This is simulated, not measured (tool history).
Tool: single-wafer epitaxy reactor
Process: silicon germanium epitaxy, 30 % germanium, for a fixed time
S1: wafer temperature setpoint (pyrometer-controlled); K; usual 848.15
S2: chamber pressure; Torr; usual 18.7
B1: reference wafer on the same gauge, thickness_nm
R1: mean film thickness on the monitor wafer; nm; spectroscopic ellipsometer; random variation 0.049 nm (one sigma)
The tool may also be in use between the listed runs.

run 1 day=0.000 | S1=848.15 S2=21.0 | B1=38.189 | R1=32.453
run 2 day=1.533 | S1=848.15 S2=18.7 | B1=38.204 | R1=31.530
run 3 day=2.692 | S1=848.15 S2=18.7 | B1=38.193 | R1=31.495
run 4 day=5.425 | S1=848.15 S2=18.7 | B1=38.197 | R1=31.469
run 5 day=11.079 | S1=848.15 S2=18.7 | B1=38.185 | R1=31.224
run 6 day=13.708 | S1=848.15 S2=18.7 | B1=38.207 | R1=31.266
run 7 day=16.038 | S1=838.15 S2=16.4 | B1=38.183 | R1=25.490
-- day=18.354 showerhead replaced
-- day=21.421 pyrometer calibrated
run 8 day=22.108 | S1=840.15 S2=22.4 | B1=38.186 | R1=28.918
-- day=27.938 capacitance manometer re-zeroed and calibrated
run 9 day=27.958 | S1=840.15 S2=18.7 | B1=38.195 | R1=28.188
run 10 day=29.417 | S1=860.15 S2=20.2 | B1=38.187 | R1=40.239
run 11 day=31.317 | S1=858.15 S2=16.0 | B1=38.203 | R1=36.727
run 12 day=32.438 | S1=862.15 S2=22.0 | B1=38.206 | R1=42.587
run 13 day=34.317 | S1=853.15 S2=16.4 | B1=38.200 | R1=33.962
-- day=34.788 gauge calibrated
run 14 day=35.858 | S1=848.15 S2=18.7 | B1=38.198 | R1=32.328
run 15 day=36.967 | S1=848.15 S2=18.7 | B1=38.210 | R1=32.269
run 16 day=39.362 | S1=843.15 S2=20.2 | B1=38.190 | R1=30.224
run 17 day=40.750 | S1=848.15 S2=14.1 | B1=38.220 | R1=30.139
run 18 day=43.121 | S1=834.15 S2=23.3 | B1=38.213 | R1=26.827
run 19 day=44.533 | S1=839.15 S2=15.3 | B1=38.201 | R1=26.328

Hidden state or all else? Some run-to-run changes of R1, split into what the settings, what came in and random variation would give without the hidden state, and what is left for the hidden state (with any gauge scatter that isn't in both results):
The hidden state here: wafer temperature above the value expected at the setpoint (K); true pressure above the setpoint (%); gauge reads high (%).
Run 8 -> 9: S2 22.4 -> 18.7, capacitance manometer re-zeroed and calibrated. R1 -0.730 nm: hidden state +0.546, all else -1.276.
Run 9 -> 10: S1 840.15 -> 860.15, S2 18.7 -> 20.2. R1 +12.051 nm: hidden state -0.018, all else +12.069.
